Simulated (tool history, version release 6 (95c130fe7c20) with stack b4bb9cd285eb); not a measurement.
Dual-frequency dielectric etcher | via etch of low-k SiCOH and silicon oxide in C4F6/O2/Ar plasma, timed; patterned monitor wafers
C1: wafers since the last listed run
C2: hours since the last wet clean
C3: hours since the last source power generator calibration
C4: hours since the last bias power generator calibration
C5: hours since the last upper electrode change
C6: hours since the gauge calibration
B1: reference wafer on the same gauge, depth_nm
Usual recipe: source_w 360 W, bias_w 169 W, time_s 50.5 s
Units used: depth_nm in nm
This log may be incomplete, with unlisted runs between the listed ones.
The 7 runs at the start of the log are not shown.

At day 6.292: bias power generator calibrated.
Run 8, day 7.146: usual settings but source_w 420 W, time_s 61.0 s; C1 190; C2 62.0; C3 3877.5; C4 20.5; C5 29.7; C6 197.1; B1 117.1. Result: depth_nm 166.3 nm.
At day 7.383: source power generator calibrated.
Run 9, day 7.800: usual settings; C1 100; C2 77.7; C3 10.0; C4 36.2; C5 45.4; C6 212.8; B1 116.8. Result: depth_nm 126.2 nm.
Run 10, day 9.167: usual settings; C1 280; C2 110.5; C3 42.8; C4 69.0; C5 78.2; C6 245.6; B1 117.0. Result: depth_nm 126.1 nm.
Run 11, day 10.604: usual settings but bias_w 180 W; C1 294; C2 145.0; C3 77.3; C4 103.5; C5 112.7; C6 280.1; B1 117.1. Result: depth_nm 130.5 nm.
Run 12, day 11.558: usual settings but source_w 440 W, bias_w 151 W, time_s 63.5 s; C1 195; C2 167.9; C3 100.2; C4 126.4; C5 135.6; C6 303.0; B1 116.8. Result: depth_nm 168.3 nm.
Run 13, day 12.958: usual settings; C1 287; C2 201.5; C3 133.8; C4 160.0; C5 169.2; C6 336.6; B1 116.9. Result: depth_nm 126.2 nm.
Run 14, day 15.071: usual settings but source_w 380 W, time_s 43.5 s; C1 433; C2 252.2; C3 184.5; C4 210.7; C5 219.9; C6 387.3; B1 117.0. Result: depth_nm 112.5 nm.
Run 15, day 15.829: usual settings but time_s 40.5 s; C1 155; C2 270.4; C3 202.7; C4 228.9; C5 238.1; C6 405.5; B1 117.1. Result: depth_nm 101.3 nm.
Run 16, day 16.942: usual settings; C1 228; C2 297.1; C3 229.4; C4 255.6; C5 264.8; C6 432.2; B1 116.9. Result: depth_nm 127.3 nm.
Run 17, day 17.646: usual settings but source_w 440 W, bias_w 199 W; C1 144; C2 314.0; C3 246.3; C4 272.5; C5 281.7; C6 449.1; B1 116.9. Result: depth_nm 153.9 nm.
Run 18, day 18.908: usual settings but source_w 400 W, time_s 61.0 s; C1 258; C2 344.3; C3 276.6; C4 302.8; C5 312.0; C6 479.4; B1 117.0. Result: depth_nm 163.6 nm.
Run 19, day 19.700: usual settings but source_w 430 W, bias_w 145 W, time_s 38.0 s; C1 162; C2 363.3; C3 295.6; C4 321.8; C5 331.0; C6 498.4; B1 117.0. Result: depth_nm 98.4 nm.
Run 20, day 20.583: usual settings but time_s 36.0 s; C1 181; C2 384.5; C3 316.8; C4 343.0; C5 352.2; C6 519.6; B1 117.0. Result: depth_nm 90.7 nm.
Run 21, day 21.225: usual settings but time_s 62.5 s; C1 131; C2 399.9; C3 332.2; C4 358.4; C5 367.6; C6 535.0; B1 117.0. Result: depth_nm 157.4 nm.
Run 22, day 21.975: usual settings but time_s 56.0 s; C1 153; C2 417.9; C3 350.2; C4 376.4; C5 385.6; C6 553.0; B1 117.1. Result: depth_nm 141.0 nm.
At day 23.038: gauge calibrated.
Run 23, day 23.371: usual settings; C1 286; C2 451.4; C3 383.7; C4 409.9; C5 419.1; C6 8.0; B1 116.9. Result: depth_nm 127.2 nm.
Run 24, day 24.408: usual settings; C1 212; C2 476.3; C3 408.6; C4 434.8; C5 444.0; C6 32.9; B1 117.1. Result: depth_nm 128.0 nm.
Run 25, day 25.446: usual settings but source_w 400 W, bias_w 150 W, time_s 59.5 s; C1 212; C2 501.2; C3 433.5; C4 459.7; C5 468.9; C6 57.8; B1 117.1. Result: depth_nm 151.1 nm.
At day 26.975: wet clean of the chamber.
Run 26, day 26.996: usual settings; C1 112; C2 0.5; C3 470.7; C4 496.9; C5 506.1; C6 95.0; B1 117.1. Result: depth_nm 125.4 nm.
Run 27, day 27.612: usual settings but bias_w 138 W; C1 126; C2 15.3; C3 485.5; C4 511.7; C5 520.9; C6 109.8; B1 117.0. Result: depth_nm 113.4 nm.
Run 28, day 28.892: usual settings but source_w 400 W, bias_w 185 W, time_s 36.5 s; C1 262; C2 46.0; C3 516.2; C4 542.4; C5 551.6; C6 140.5; B1 117.0. Result: depth_nm 101.2 nm.
Run 29, day 29.721: usual settings but source_w 430 W, bias_w 133 W; C1 170; C2 65.9; C3 536.1; C4 562.3; C5 571.5; C6 160.4; B1 117.1. Result: depth_nm 123.1 nm.
Run 30, day 31.029: usual settings; C1 268; C2 97.3; C3 567.5; C4 593.7; C5 602.9; C6 191.8; B1 117.1. Result: depth_nm 125.8 nm.
Run 31, day 31.612: usual settings but bias_w 200 W; C1 119; C2 111.3; C3 581.5; C4 607.7; C5 616.9; C6 205.8; B1 117.0. Result: depth_nm 136.9 nm.

Forecast each of these 3 alternatives for the next run:
Run A, day 31.629: usual settings; C1 3; C2 111.7; C3 581.9; C4 608.1; C5 617.3; C6 206.2; B1 ?. Result: depth_nm ?.
Run B, day 31.629: usual settings but source_w 270 W, bias_w 133 W, time_s 58.5 s; C1 3; C2 111.7; C3 581.9; C4 608.1; C5 617.3; C6 206.2; B1 ?. Result: depth_nm ?.
Run C, day 31.629: usual settings but bias_w 183 W, time_s 65.5 s; C1 3; C2 111.7; C3 581.9; C4 608.1; C5 617.3; C6 206.2; B1 ?. Result: depth_nm ?.

run     B1  depth_nm
  A  117.0     126.7
  B  117.0     106.4
  C  117.0     170.9
What these runs would have given with no unlogged condition in the tool:
run  depth_nm
  A     125.8
  B     105.7
  C     169.8
